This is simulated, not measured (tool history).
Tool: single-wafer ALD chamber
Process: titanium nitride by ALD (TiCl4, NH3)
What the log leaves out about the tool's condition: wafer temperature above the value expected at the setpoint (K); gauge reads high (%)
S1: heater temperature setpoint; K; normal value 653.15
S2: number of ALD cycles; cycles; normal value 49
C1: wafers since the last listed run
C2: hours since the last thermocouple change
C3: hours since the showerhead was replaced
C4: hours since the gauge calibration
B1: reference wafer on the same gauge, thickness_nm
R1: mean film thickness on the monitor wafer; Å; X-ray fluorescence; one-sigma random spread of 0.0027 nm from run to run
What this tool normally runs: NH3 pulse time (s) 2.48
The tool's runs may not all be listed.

{"run": 1, "day": 0.0, "S1": 653.15, "S2": 49, "NH3 pulse time (s)": 2.48, "C1": 0, "C2": 2136.3, "C3": 4368.7, "C4": 120.3, "B1": 0.905, "R1": 10.77}
{"run": 2, "day": 0.408, "S1": 653.15, "S2": 49, "NH3 pulse time (s)": 2.48, "C1": 47, "C2": 2146.1, "C3": 4378.5, "C4": 130.1, "B1": 0.906, "R1": 10.78}
{"run": 3, "day": 0.771, "S1": 653.15, "S2": 49, "NH3 pulse time (s)": 2.48, "C1": 41, "C2": 2154.8, "C3": 4387.2, "C4": 138.8, "B1": 0.906, "R1": 10.79}
{"run": 4, "day": 1.304, "S1": 653.15, "S2": 49, "NH3 pulse time (s)": 2.48, "C1": 61, "C2": 2167.6, "C3": 4400, "C4": 151.6, "B1": 0.906, "R1": 10.79}
{"run": 5, "day": 1.871, "S1": 662.15, "S2": 49, "NH3 pulse time (s)": 2.48, "C1": 65, "C2": 2181.2, "C3": 4413.6, "C4": 165.2, "B1": 0.907, "R1": 10.87}
{"run": 6, "day": 2.192, "S1": 662.15, "S2": 49, "NH3 pulse time (s)": 2.48, "C1": 37, "C2": 2188.9, "C3": 4421.3, "C4": 172.9, "B1": 0.907, "R1": 10.86}
{"run": 7, "day": 2.875, "S1": 653.15, "S2": 49, "NH3 pulse time (s)": 2.48, "C1": 78, "C2": 2205.3, "C3": 4437.7, "C4": 189.3, "B1": 0.907, "R1": 10.81}
{"run": 8, "day": 3.625, "S1": 653.15, "S2": 49, "NH3 pulse time (s)": 2.48, "C1": 86, "C2": 2223.3, "C3": 4455.7, "C4": 207.3, "B1": 0.908, "R1": 10.8}
{"run": 9, "day": 4.196, "S1": 653.15, "S2": 49, "NH3 pulse time (s)": 2.48, "C1": 65, "C2": 2237, "C3": 4469.4, "C4": 221, "B1": 0.909, "R1": 10.8}
{"day": 4.6, "done": "showerhead replaced"}
{"run": 10, "day": 4.696, "S1": 653.15, "S2": 49, "NH3 pulse time (s)": 2.48, "C1": 19, "C2": 2249, "C3": 2.3, "C4": 233, "B1": 0.909, "R1": 10.86}
{"run": 11, "day": 5.233, "S1": 653.15, "S2": 49, "NH3 pulse time (s)": 2.48, "C1": 62, "C2": 2261.9, "C3": 15.2, "C4": 245.9, "B1": 0.909, "R1": 10.78}
{"run": 12, "day": 5.562, "S1": 653.15, "S2": 49, "NH3 pulse time (s)": 2.48, "C1": 37, "C2": 2269.8, "C3": 23.1, "C4": 253.8, "B1": 0.91, "R1": 10.82}
{"run": 13, "day": 6.083, "S1": 653.15, "S2": 49, "NH3 pulse time (s)": 2.48, "C1": 60, "C2": 2282.3, "C3": 35.6, "C4": 266.3, "B1": 0.911, "R1": 10.82}
{"run": 14, "day": 6.712, "S1": 660.15, "S2": 56, "NH3 pulse time (s)": 2.98, "C1": 72, "C2": 2297.4, "C3": 50.7, "C4": 281.4, "B1": 0.911, "R1": 12.57}
{"run": 15, "day": 7.4, "S1": 653.15, "S2": 49, "NH3 pulse time (s)": 2.48, "C1": 79, "C2": 2313.9, "C3": 67.2, "C4": 297.9, "B1": 0.912, "R1": 10.85}
{"day": 9.483, "done": "gauge calibrated"}
{"run": 16, "day": 9.558, "S1": 642.15, "S2": 49, "NH3 pulse time (s)": 3.29, "C1": 249, "C2": 2365.7, "C3": 119, "C4": 1.8, "B1": 0.903, "R1": 10.78}
{"run": 17, "day": 9.983, "S1": 653.15, "S2": 46, "NH3 pulse time (s)": 1.61, "C1": 49, "C2": 2375.9, "C3": 129.2, "C4": 12, "B1": 0.903, "R1": 9.83}
{"run": 18, "day": 10.404, "S1": 653.15, "S2": 43, "NH3 pulse time (s)": 2.73, "C1": 48, "C2": 2386, "C3": 139.3, "C4": 22.1, "B1": 0.903, "R1": 9.5}
{"day": 11.871, "done": "thermocouple changed; heater temperature recalibrated"}
{"run": 19, "day": 12.333, "S1": 668.15, "S2": 49, "NH3 pulse time (s)": 2.48, "C1": 184, "C2": 11.1, "C3": 185.6, "C4": 68.4, "B1": 0.904, "R1": 10.92}
{"run": 20, "day": 12.862, "S1": 659.15, "S2": 41, "NH3 pulse time (s)": 2.48, "C1": 61, "C2": 23.8, "C3": 198.3, "C4": 81.1, "B1": 0.905, "R1": 9.08}
{"run": 21, "day": 13.233, "S1": 653.15, "S2": 49, "NH3 pulse time (s)": 2.48, "C1": 42, "C2": 32.7, "C3": 207.2, "C4": 90, "B1": 0.907, "R1": 10.78}
{"run": 22, "day": 13.929, "S1": 653.15, "S2": 49, "NH3 pulse time (s)": 2.48, "C1": 80, "C2": 49.4, "C3": 223.9, "C4": 106.7, "B1": 0.907, "R1": 10.78}
{"run": 23, "day": 14.183, "S1": 664.15, "S2": 49, "NH3 pulse time (s)": 2.06, "C1": 29, "C2": 55.5, "C3": 230, "C4": 112.8, "B1": 0.906, "R1": 10.78}
{"run": 24, "day": 14.775, "S1": 653.15, "S2": 49, "NH3 pulse time (s)": 2.48, "C1": 68, "C2": 69.7, "C3": 244.2, "C4": 127, "B1": 0.907, "R1": 10.84}
{"run": 25, "day": 15.283, "S1": 658.15, "S2": 46, "NH3 pulse time (s)": 1.89, "C1": 58, "C2": 81.9, "C3": 256.4, "C4": 139.2, "B1": 0.907, "R1": 10.01}

Branching from run 25: 5 alternative next runs. What would each branch give?
{"run": "A", "day": 15.304, "S1": 653.15, "S2": 49, "NH3 pulse time (s)": 2.48, "C1": 2, "C2": 82.4, "C3": 256.9, "C4": 139.7, "B1": "?", "R1": "?"}
{"run": "B", "day": 15.304, "S1": 667.15, "S2": 58, "NH3 pulse time (s)": 1.86, "C1": 2, "C2": 82.4, "C3": 256.9, "C4": 139.7, "B1": "?", "R1": "?"}
{"run": "C", "day": 15.304, "S1": 653.15, "S2": 55, "NH3 pulse time (s)": 2.15, "C1": 2, "C2": 82.4, "C3": 256.9, "C4": 139.7, "B1": "?", "R1": "?"}
{"run": "D", "day": 15.304, "S1": 653.15, "S2": 49, "NH3 pulse time (s)": 1.59, "C1": 2, "C2": 82.4, "C3": 256.9, "C4": 139.7, "B1": "?", "R1": "?"}
{"run": "E", "day": 15.304, "S1": 643.15, "S2": 57, "NH3 pulse time (s)": 2.91, "C1": 2, "C2": 82.4, "C3": 256.9, "C4": 139.7, "B1": "?", "R1": "?"}

run=A B1=0.908 R1=10.81
run=B B1=0.908 R1=12.75
run=C B1=0.908 R1=12.04
run=D B1=0.908 R1=10.5
run=E B1=0.908 R1=12.56
Had the tool no hidden state, the same runs would have come out as:
run=A R1=10.72
run=B R1=12.64
run=C R1=11.94
run=D R1=10.42
run=E R1=12.46
